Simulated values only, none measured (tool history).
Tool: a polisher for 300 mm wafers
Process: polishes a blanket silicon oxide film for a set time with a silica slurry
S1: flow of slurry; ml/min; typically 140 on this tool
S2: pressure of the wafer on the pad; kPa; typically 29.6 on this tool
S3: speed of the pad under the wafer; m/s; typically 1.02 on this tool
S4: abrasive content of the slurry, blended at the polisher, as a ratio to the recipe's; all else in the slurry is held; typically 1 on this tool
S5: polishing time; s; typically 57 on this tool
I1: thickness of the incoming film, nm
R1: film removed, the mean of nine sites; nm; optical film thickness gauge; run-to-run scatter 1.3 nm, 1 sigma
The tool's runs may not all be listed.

run,hour,S1,S2,S3,S4,S5,I1,R1
1,0,140,29.6,1.02,1,57,1470,184.4
# hour 10.1: worn pad replaced by a new one
2,10.6,140,29.6,1.02,1,57,1472.9,193.4
3,26.7,140,29.6,1.02,1,57,1471.7,193.4
4,33.1,140,29.6,1.02,1,57,1456.2,192.1
# hour 43.8: slurry blender recalibrated
5,44.3,140,29.6,1.02,1,57,1478.7,190.8
6,59.4,140,29.6,1.28,1,76,1467.8,302.4
7,69.2,180,34.5,1.02,1.2,69,1475.4,285.2
8,76.8,140,29.6,1.02,1,57,1488.6,187.8
9,85.1,160,29.6,1.12,1.2,72,1436.8,277.9
# hour 87.8: conditioning disc replaced and pad reconditioned
# hour 107.5: worn pad replaced by a new one
10,135,140,29.6,1.02,1,57,1452.5,192.3
11,142.8,160,24.8,0.86,1,76,1473.5,195.1
12,155.6,170,26.2,1.02,1.3,57,1456.4,192.4
13,167.8,115,38.6,0.8,1.3,57,1465.9,207.1
# hour 174.5: slurry nozzle cleaned
14,176.8,185,29.6,1.02,0.85,57,1433.2,182.3
# hour 184: head pressure recalibrated
15,184.5,140,29.6,1.02,1,57,1470.6,188.2
16,194.2,125,29.6,0.78,0.85,41,1466,99.1
# hour 202.4: worn pad replaced by a new one
17,204.4,140,29.6,1.02,1.1,57,1444.9,201.3
18,213.3,175,29.6,0.74,0.7,48,1446,114.6
19,219.6,95,38.6,0.92,1,52,1477.1,192.6
20,228.8,140,29.6,1.02,1,77,1468,261.1
21,241.2,140,29.6,0.68,0.8,76,1483.2,169
22,253.2,140,40,1.18,0.8,63,1440.4,277.6
23,267.1,185,25.5,0.86,1,57,1459.1,151
24,281.9,140,29.6,1.02,1,57,1486.2,183.8
25,291.5,140,35.2,1.34,1,65,1486.9,300.9
# hour 306.5: conditioning disc replaced and pad reconditioned
26,307.4,120,33.1,0.88,1,64,1451.9,193.3

Results per run with the tool's hidden condition removed, run-to-run variation unchanged:
Unlogged tool condition in this case: removal rate lost through wear of the pad, %; slurry flow missing at the pad, %; deviation of the head's pressure from its setpoint, %; abrasive missing from the slurry, %; time polished since the conditioner stopped cutting, s.
run,R1
1,197.7
2,194.4
3,196.5
4,196
5,196.2
6,314.2
7,298.5
8,197.5
9,294.1
10,196.9
11,200.8
12,199.8
13,216.8
14,192.1
15,199.4
16,105.7
17,202.2
18,115.8
19,195.5
20,266.7
21,174.1
22,288.4
23,158.3
24,194.8
25,321.1
26,208.6

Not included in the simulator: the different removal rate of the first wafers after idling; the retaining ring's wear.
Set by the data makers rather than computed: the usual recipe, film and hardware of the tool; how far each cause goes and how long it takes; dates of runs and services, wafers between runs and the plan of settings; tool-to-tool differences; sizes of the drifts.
